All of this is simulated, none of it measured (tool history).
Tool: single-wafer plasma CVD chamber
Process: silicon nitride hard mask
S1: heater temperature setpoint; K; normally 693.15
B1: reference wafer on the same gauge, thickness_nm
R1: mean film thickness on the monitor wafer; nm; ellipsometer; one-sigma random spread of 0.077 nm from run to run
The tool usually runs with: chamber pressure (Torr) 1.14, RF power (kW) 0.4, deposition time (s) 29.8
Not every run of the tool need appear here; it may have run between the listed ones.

run 1 hour=0 | S1=693.15 chamber_pressure_(Torr)=1.14 RF_power_(kW)=0.4 deposition_time_(s)=29.8 | B1=45.814 | R1=37.707
run 2 hour=9.7 | S1=693.15 chamber_pressure_(Torr)=1.14 RF_power_(kW)=0.4 deposition_time_(s)=29.8 | B1=45.794 | R1=37.79
run 3 hour=20.2 | S1=693.15 chamber_pressure_(Torr)=1.14 RF_power_(kW)=0.4 deposition_time_(s)=29.8 | B1=45.743 | R1=37.736
run 4 hour=30.6 | S1=693.15 chamber_pressure_(Torr)=1.14 RF_power_(kW)=0.4 deposition_time_(s)=29.8 | B1=45.848 | R1=37.799
run 5 hour=47.2 | S1=693.15 chamber_pressure_(Torr)=1.14 RF_power_(kW)=0.4 deposition_time_(s)=29.8 | B1=45.8 | R1=37.804
run 6 hour=60.6 | S1=693.15 chamber_pressure_(Torr)=1.14 RF_power_(kW)=0.4 deposition_time_(s)=29.8 | B1=45.794 | R1=37.698
run 7 hour=78.6 | S1=693.15 chamber_pressure_(Torr)=1.14 RF_power_(kW)=0.4 deposition_time_(s)=31.2 | B1=45.8 | R1=39.378
run 8 hour=115.3 | S1=693.15 chamber_pressure_(Torr)=1.14 RF_power_(kW)=0.4 deposition_time_(s)=29.8 | B1=45.8 | R1=37.749
-- hour=130.3 thermocouple changed; heater temperature recalibrated
run 9 hour=130.8 | S1=693.15 chamber_pressure_(Torr)=1.14 RF_power_(kW)=0.4 deposition_time_(s)=29.8 | B1=45.775 | R1=37.665
run 10 hour=134.8 | S1=693.15 chamber_pressure_(Torr)=1.14 RF_power_(kW)=0.4 deposition_time_(s)=29.8 | B1=45.806 | R1=37.714
run 11 hour=141.8 | S1=693.15 chamber_pressure_(Torr)=1.14 RF_power_(kW)=0.4 deposition_time_(s)=29.8 | B1=45.852 | R1=37.73
run 12 hour=154.1 | S1=693.15 chamber_pressure_(Torr)=1.14 RF_power_(kW)=0.4 deposition_time_(s)=29.8 | B1=45.796 | R1=37.565

For run 13, what comes out?
-- hour=165.3 showerhead replaced
run 13 hour=166 | S1=697.15 chamber_pressure_(Torr)=0.92 RF_power_(kW)=0.37 deposition_time_(s)=34.5 | B1=? | R1=?

{"run 13": {"B1": 45.82, "R1": 40.087}}
Minus the tool's unlogged condition, the same run would have read R1 40.664 nm.
